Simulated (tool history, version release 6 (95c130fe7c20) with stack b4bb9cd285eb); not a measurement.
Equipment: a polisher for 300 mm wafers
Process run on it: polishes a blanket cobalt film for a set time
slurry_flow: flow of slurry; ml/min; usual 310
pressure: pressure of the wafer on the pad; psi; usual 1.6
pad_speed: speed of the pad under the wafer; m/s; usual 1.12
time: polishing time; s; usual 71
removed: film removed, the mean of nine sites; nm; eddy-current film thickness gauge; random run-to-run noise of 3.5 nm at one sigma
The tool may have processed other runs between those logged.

run	hour	slurry_flow	pressure	pad_speed	time	wafers since the last listed run	wafers polished on this pad	hours since the slurry nozzle was cleaned	hours since the head pressure was calibrated	incoming thickness of the incoming film, nm	removed
1	0	355	1.6	1.12	55	0	6092	35.9	523.5	1399.6	271.8
2	50.3	310	1.6	1.24	71	574	6666	86.2	573.8	1392.5	375.9
3	106	310	1.6	1.24	71	635	7302	141.9	629.5	1395.8	372.4
# hour 167.8: worn pad replaced by a new one
4	204.9	310	1.6	1.12	71	1083	423	240.8	728.4	1398.2	327.1
5	273.9	310	1.6	1.12	71	787	1211	309.8	797.4	1377.8	326.6
6	369.6	310	1.6	1.12	71	1092	2303	405.5	893.1	1403.2	318.6
7	471.2	310	1.6	1.12	71	1159	3463	507.1	994.7	1377.7	319.1
8	531.1	310	1.6	1.12	71	683	4147	567	1054.6	1407.6	312.6
9	627.7	310	1.6	1.12	58	1102	5250	663.6	1151.2	1413.2	260.4
# hour 687.6: slurry nozzle cleaned
10	689.5	310	1.6	1.12	58	694	5944	1.9	1213	1400.6	267.4
# hour 757.4: head pressure recalibrated
11	773	275	1.6	1.12	71	930	6875	85.4	15.6	1394.6	335.7
12	826.4	275	1.6	1.12	71	609	7484	138.8	69	1402.3	334.4
# hour 891.1: worn pad replaced by a new one
13	914.5	275	1.6	1.12	71	960	267	226.9	157.1	1420.4	332.2
14	1011.2	310	1.6	1.12	71	1104	1371	323.6	253.8	1383.3	332.4
15	1065.9	250	1.9	1.12	71	624	1995	378.3	308.5	1381.2	354.2
16	1149.7	250	1.9	1.12	71	956	2952	462.1	392.3	1388.9	354
17	1221.4	310	1.6	1.02	71	818	3771	533.8	464	1409.8	293
18	1295	310	1.6	1.02	71	840	4611	607.4	537.6	1401.5	293.6
# hour 1369.4: slurry nozzle cleaned
19	1527.1	310	2	1	90	2638	7250	157.7	769.7	1374	439.8
20	1616	405	2	1.3	57	1014	8265	246.6	858.6	1389.7	362.3
# hour 1621.9: worn pad replaced by a new one
21	1689.4	310	1.3	1.12	71	792	770	320	932	1413.7	279.2
22	1791.7	255	1.1	1.12	60	1167	1938	422.3	1034.3	1384.6	199.1
# hour 2060.6: slurry nozzle cleaned
23	2108.2	310	1.6	1.12	71	3602	5540	47.6	1350.8	1390.7	319
24	2171.1	310	1.9	1.12	71	718	6259	110.5	1413.7	1384	356.8
# hour 2266.5: head pressure recalibrated
25	2271.2	310	1.6	1.12	71	1120	7379	210.6	4.7	1403.5	334.7
# hour 2290.4: worn pad replaced by a new one
26	2378.6	365	1	0.88	58	1180	1006	318	112.1	1408.7	162.2
27	2635	235	1.1	1.12	71	2927	3934	574.4	368.5	1390.5	239.1
# hour 2687.4: slurry nozzle cleaned
28	2695.7	280	2.2	0.8	88	681	4615	8.3	429.2	1376	379.3
29	2761.1	415	1.9	1.24	63	746	5362	73.7	494.6	1378.2	378.4
# hour 2837: worn pad replaced by a new one
30	2838.3	310	1.8	1.12	71	835	15	150.9	571.8	1410.2	357.5
31	2925	350	1.6	1.42	71	989	1005	237.6	658.5	1385.4	413.5
32	2964.1	415	1.6	1.12	71	446	1451	276.7	697.6	1395.8	332.4
33	3043.4	395	1.8	1.48	71	905	2357	356	776.9	1398.1	472.2
34	3091.7	310	1.6	1.12	71	551	2908	404.3	825.2	1409.1	312.9
35	3156.7	310	1.8	1.36	48	742	3650	469.3	890.2	1384.6	271.2
36	3210.2	310	1.6	1.12	71	610	4261	522.8	943.7	1416.8	316.4

Some steps in removed between neighbouring runs. How much of each would the tool show without its hidden state too (settings, what came in, random variation), and how much is left for the hidden state, with any gauge scatter that isn't in both results?
Unlogged tool condition in this case: removal rate lost through wear of the pad, %; slurry flow missing at the pad, %; deviation of the head's pressure from its setpoint, %.
Run 18 -> 19: pressure 1.6 -> 2, pad_speed 1.02 -> 1, time 71 -> 90, slurry nozzle cleaned. removed +146.2 nm: hidden state -3.4, all else +149.6.
Run 24 -> 25: pressure 1.9 -> 1.6, head pressure recalibrated. removed -22.1 nm: hidden state +24.4, all else -46.5.
Run 25 -> 26: slurry_flow 310 -> 365, pressure 1.6 -> 1, pad_speed 1.12 -> 0.88, time 71 -> 58, worn pad replaced by a new one. removed -172.5 nm: hidden state +7.9, all else -180.4.
Run 26 -> 27: slurry_flow 365 -> 235, pressure 1 -> 1.1, pad_speed 0.88 -> 1.12, time 58 -> 71. removed +76.9 nm: hidden state -17.7, all else +94.6.
Run 32 -> 33: slurry_flow 415 -> 395, pressure 1.6 -> 1.8, pad_speed 1.12 -> 1.48. removed +139.8 nm: hidden state -18.2, all else +158.
Run 33 -> 34: slurry_flow 395 -> 310, pressure 1.8 -> 1.6, pad_speed 1.48 -> 1.12. removed -159.3 nm: hidden state +7.1, all else -166.4.
